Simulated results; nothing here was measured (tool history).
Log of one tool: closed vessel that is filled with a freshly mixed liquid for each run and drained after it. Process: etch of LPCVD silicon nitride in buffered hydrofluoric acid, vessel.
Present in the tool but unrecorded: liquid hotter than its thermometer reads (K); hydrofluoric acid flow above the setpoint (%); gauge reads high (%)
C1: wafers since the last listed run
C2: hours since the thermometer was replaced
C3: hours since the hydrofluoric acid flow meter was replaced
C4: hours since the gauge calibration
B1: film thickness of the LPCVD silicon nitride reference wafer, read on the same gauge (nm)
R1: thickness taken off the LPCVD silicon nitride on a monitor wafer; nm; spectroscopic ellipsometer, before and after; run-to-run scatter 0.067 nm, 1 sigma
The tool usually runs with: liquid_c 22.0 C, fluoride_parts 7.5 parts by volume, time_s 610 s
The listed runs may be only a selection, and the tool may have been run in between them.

{"run": 1, "hour": 0.0, "liquid_c": 22.0, "fluoride_parts": 7.5, "time_s": 610, "C1": 0, "C2": 821.4, "C3": 831.7, "C4": 553.7, "B1": 129.96, "R1": 13.29}
{"run": 2, "hour": 47.8, "liquid_c": 22.0, "fluoride_parts": 7.5, "time_s": 610, "C1": 2452, "C2": 869.2, "C3": 879.5, "C4": 601.5, "B1": 130.01, "R1": 13.24}
{"run": 3, "hour": 119.4, "liquid_c": 22.0, "fluoride_parts": 7.5, "time_s": 610, "C1": 3673, "C2": 940.8, "C3": 951.1, "C4": 673.1, "B1": 130.02, "R1": 13.32}
{"run": 4, "hour": 164.2, "liquid_c": 22.0, "fluoride_parts": 7.5, "time_s": 610, "C1": 2298, "C2": 985.6, "C3": 995.9, "C4": 717.9, "B1": 130.01, "R1": 13.37}
{"run": 5, "hour": 214.5, "liquid_c": 22.0, "fluoride_parts": 7.5, "time_s": 610, "C1": 2580, "C2": 1035.9, "C3": 1046.2, "C4": 768.2, "B1": 130.02, "R1": 13.38}
{"run": 6, "hour": 244.9, "liquid_c": 22.0, "fluoride_parts": 7.5, "time_s": 875, "C1": 1559, "C2": 1066.3, "C3": 1076.6, "C4": 798.6, "B1": 130.02, "R1": 19.1}
{"run": 7, "hour": 312.5, "liquid_c": 23.5, "fluoride_parts": 7.5, "time_s": 610, "C1": 3467, "C2": 1133.9, "C3": 1144.2, "C4": 866.2, "B1": 129.96, "R1": 14.61}
{"run": 8, "hour": 368.6, "liquid_c": 19.5, "fluoride_parts": 7.5, "time_s": 610, "C1": 2877, "C2": 1190.0, "C3": 1200.3, "C4": 922.3, "B1": 130.02, "R1": 11.62}
{"run": 9, "hour": 432.9, "liquid_c": 19.0, "fluoride_parts": 7.5, "time_s": 610, "C1": 3298, "C2": 1254.3, "C3": 1264.6, "C4": 986.6, "B1": 129.99, "R1": 11.53}
{"hour": 456.3, "done": "gauge calibrated"}
{"run": 10, "hour": 474.9, "liquid_c": 22.0, "fluoride_parts": 7.5, "time_s": 610, "C1": 2154, "C2": 1296.3, "C3": 1306.6, "C4": 18.6, "B1": 130.01, "R1": 13.44}
{"run": 11, "hour": 529.4, "liquid_c": 22.0, "fluoride_parts": 7.5, "time_s": 610, "C1": 2795, "C2": 1350.8, "C3": 1361.1, "C4": 73.1, "B1": 130.03, "R1": 13.52}
{"run": 12, "hour": 597.1, "liquid_c": 24.0, "fluoride_parts": 7.5, "time_s": 610, "C1": 3473, "C2": 1418.5, "C3": 1428.8, "C4": 140.8, "B1": 129.98, "R1": 15.2}
{"run": 13, "hour": 650.1, "liquid_c": 22.0, "fluoride_parts": 7.5, "time_s": 610, "C1": 2718, "C2": 1471.5, "C3": 1481.8, "C4": 193.8, "B1": 129.98, "R1": 13.5}
{"run": 14, "hour": 719.1, "liquid_c": 22.0, "fluoride_parts": 9.5, "time_s": 290, "C1": 3539, "C2": 1540.5, "C3": 1550.8, "C4": 262.8, "B1": 130.02, "R1": 5.03}
{"run": 15, "hour": 768.6, "liquid_c": 22.0, "fluoride_parts": 8.5, "time_s": 610, "C1": 2539, "C2": 1590.0, "C3": 1600.3, "C4": 312.3, "B1": 129.98, "R1": 11.95}
{"run": 16, "hour": 795.5, "liquid_c": 22.0, "fluoride_parts": 7.5, "time_s": 610, "C1": 1379, "C2": 1616.9, "C3": 1627.2, "C4": 339.2, "B1": 130.01, "R1": 13.56}
{"run": 17, "hour": 831.2, "liquid_c": 23.5, "fluoride_parts": 6.0, "time_s": 775, "C1": 1831, "C2": 1652.6, "C3": 1662.9, "C4": 374.9, "B1": 130.0, "R1": 22.91}
{"hour": 848.3, "done": "thermometer replaced"}
{"hour": 852.9, "done": "hydrofluoric acid flow meter replaced"}
{"run": 18, "hour": 884.3, "liquid_c": 22.0, "fluoride_parts": 7.5, "time_s": 610, "C1": 2621, "C2": 36.0, "C3": 31.4, "C4": 428.0, "B1": 130.01, "R1": 12.87}
{"run": 19, "hour": 915.5, "liquid_c": 26.0, "fluoride_parts": 7.5, "time_s": 405, "C1": 1600, "C2": 67.2, "C3": 62.6, "C4": 459.2, "B1": 130.02, "R1": 10.59}
{"run": 20, "hour": 946.7, "liquid_c": 26.5, "fluoride_parts": 6.0, "time_s": 405, "C1": 1600, "C2": 98.4, "C3": 93.8, "C4": 490.4, "B1": 130.01, "R1": 13.23}
{"run": 21, "hour": 1006.9, "liquid_c": 19.5, "fluoride_parts": 9.0, "time_s": 610, "C1": 3088, "C2": 158.6, "C3": 154.0, "C4": 550.6, "B1": 130.02, "R1": 9.25}
{"run": 22, "hour": 1063.4, "liquid_c": 22.0, "fluoride_parts": 7.5, "time_s": 610, "C1": 2898, "C2": 215.1, "C3": 210.5, "C4": 607.1, "B1": 130.04, "R1": 12.92}
{"run": 23, "hour": 1092.3, "liquid_c": 22.0, "fluoride_parts": 7.5, "time_s": 610, "C1": 1482, "C2": 244.0, "C3": 239.4, "C4": 636.0, "B1": 130.01, "R1": 12.99}
{"run": 24, "hour": 1129.1, "liquid_c": 22.0, "fluoride_parts": 7.5, "time_s": 830, "C1": 1887, "C2": 280.8, "C3": 276.2, "C4": 672.8, "B1": 129.99, "R1": 17.56}

Below are 3 alternative next runs, each starting from the tool's condition after run 24. Predict each:
{"run": "A", "hour": 1129.9, "liquid_c": 22.0, "fluoride_parts": 9.5, "time_s": 610, "C1": 41, "C2": 281.6, "C3": 277.0, "C4": 673.6, "B1": "?", "R1": "?"}
{"run": "B", "hour": 1129.9, "liquid_c": 20.5, "fluoride_parts": 9.5, "time_s": 285, "C1": 41, "C2": 281.6, "C3": 277.0, "C4": 673.6, "B1": "?", "R1": "?"}
{"run": "C", "hour": 1129.9, "liquid_c": 22.0, "fluoride_parts": 9.5, "time_s": 940, "C1": 41, "C2": 281.6, "C3": 277.0, "C4": 673.6, "B1": "?", "R1": "?"}

run=A B1=129.99 R1=10.26
run=B B1=129.99 R1=4.41
run=C B1=129.99 R1=15.82
Without the tool's unlogged condition, the same runs would have read:
run=A R1=10.16
run=B R1=4.37
run=C R1=15.65

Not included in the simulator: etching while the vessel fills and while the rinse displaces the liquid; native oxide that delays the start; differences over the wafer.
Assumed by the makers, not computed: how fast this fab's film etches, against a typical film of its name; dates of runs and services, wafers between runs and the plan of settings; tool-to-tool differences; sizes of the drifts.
